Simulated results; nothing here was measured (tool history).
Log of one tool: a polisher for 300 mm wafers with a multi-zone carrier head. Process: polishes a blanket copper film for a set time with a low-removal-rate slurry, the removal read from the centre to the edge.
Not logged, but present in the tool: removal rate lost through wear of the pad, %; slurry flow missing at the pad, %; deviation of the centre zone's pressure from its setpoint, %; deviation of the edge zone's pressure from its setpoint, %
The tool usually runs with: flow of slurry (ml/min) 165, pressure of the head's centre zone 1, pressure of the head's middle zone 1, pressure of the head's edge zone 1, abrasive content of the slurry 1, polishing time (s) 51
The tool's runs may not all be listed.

run	hour	flow of slurry (ml/min)	pressure of the head's centre zone	pressure of the head's middle zone	pressure of the head's edge zone	abrasive content of the slurry	polishing time (s)	wafers since the last listed run	wafers polished on this pad	hours since the slurry nozzle was cleaned	hours since the centre zone pressure was calibrated	hours since the edge zone pressure was calibrated	hours since the carrier head's membrane was replaced	incoming thickness of the incoming film, nm	film removed at the wafer's centre (angstrom)	film removed at mid-radius (angstrom)	film removed at the wafer's edge (angstrom)
1	0	165	1	1	1	0.9	51	0	2502	158.9	508.7	61.2	569.7	993.7	2465	2398	2497
2	61.8	165	1	1	1	1	51	567	3070	220.7	570.5	123	631.5	996.6	2445	2409	2543
3	160	165	1	0.93	1	1	51	902	3972	318.9	668.7	221.2	729.7	1007.2	2465	2263	2495
4	266.8	165	1.06	1	1	1	51	981	4953	425.7	775.5	328	836.5	999.3	2610	2427	2430
5	313.6	165	1	1	1	1	51	429	5383	472.5	822.3	374.8	883.3	1000.5	2449	2440	2492
# hour 370.7: worn pad replaced by a new one
6	403.9	165	1	1	1	1.1	35	792	305	562.8	912.6	465.1	973.6	1003.2	1819	1830	1844
7	452.9	165	1	0.95	1.06	0.7	63	450	755	611.8	961.6	514.1	1022.6	998.3	2965	2844	3092
# hour 467.1: slurry nozzle cleaned
8	507.1	165	0.9	1	1	1	51	488	1244	40	1015.8	568.3	1076.8	1010.4	2288	2537	2615
# hour 552.3: edge zone pressure recalibrated
# hour 584.7: carrier head's membrane replaced by a new one
9	590.2	190	0.91	1	1.08	1	51	699	1943	123.1	1098.9	37.9	5.5	1009	2317	2508	2649
10	658.8	165	1	1	1	1.25	59	630	2573	191.7	1167.5	106.5	74.1	1007.6	2998	2984	3032
# hour 734.5: centre zone pressure recalibrated
11	765.3	135	1	0.96	1	0.9	51	959	3533	298.2	30.8	213	180.6	1011.4	2272	2182	2343
12	864.4	165	1	1	1	1	35	910	4443	397.3	129.9	312.1	279.7	1012.3	1665	1672	1702
13	907.4	165	1	1	1	1	51	395	4838	440.3	172.9	355.1	322.7	989.1	2426	2362	2372
# hour 942.8: worn pad replaced by a new one
14	986.1	165	1	1	1	1	51	686	398	519	251.6	433.8	401.4	995.5	2576	2594	2613
# hour 1049.8: slurry nozzle cleaned
15	1066.2	165	1	1	1	1	51	726	1124	16.4	331.7	513.9	481.5	992.5	2530	2474	2581
# hour 1122.9: edge zone pressure recalibrated
16	1144.8	165	1	1	0.95	1	51	703	1828	95	410.3	21.9	560.1	988.9	2448	2456	2451
17	1203.8	165	1	1	1	1.1	51	542	2370	154	469.3	80.9	619.1	999.9	2521	2534	2499
18	1263.4	165	1.09	1.09	0.91	1.2	51	547	2917	213.6	528.9	140.5	678.7	999.7	2768	2747	2443
19	1360	165	1	1	1	1	51	887	3805	310.2	625.5	237.1	775.3	980.2	2407	2453	2432
20	1419.2	120	1	1	1.08	0.75	63	543	4349	369.4	684.7	296.3	834.5	1011	2593	2595	2774

Table of differences, measured result less the result of that run with no hidden state. Run-to-run variation is the same in both. Gauge scatter possibly is not:
run	film removed at the wafer's centre (angstrom)	film removed at mid-radius (angstrom)	film removed at the wafer's edge (angstrom)
1	-193	-188	-195
2	-209	-206	-217
3	-230	-212	-233
4	-256	-239	-239
5	-244	-243	-249
6	-40	-40	-40
7	-121	-116	-126
8	-131	-146	-150
9	-176	-191	-202
10	-260	-259	-262
11	-221	-213	-228
12	-172	-173	-176
13	-255	-248	-250
14	-86	-87	-87
15	-156	-152	-159
16	-198	-198	-198
17	-230	-231	-227
18	-274	-271	-242
19	-259	-264	-261
20	-288	-288	-309
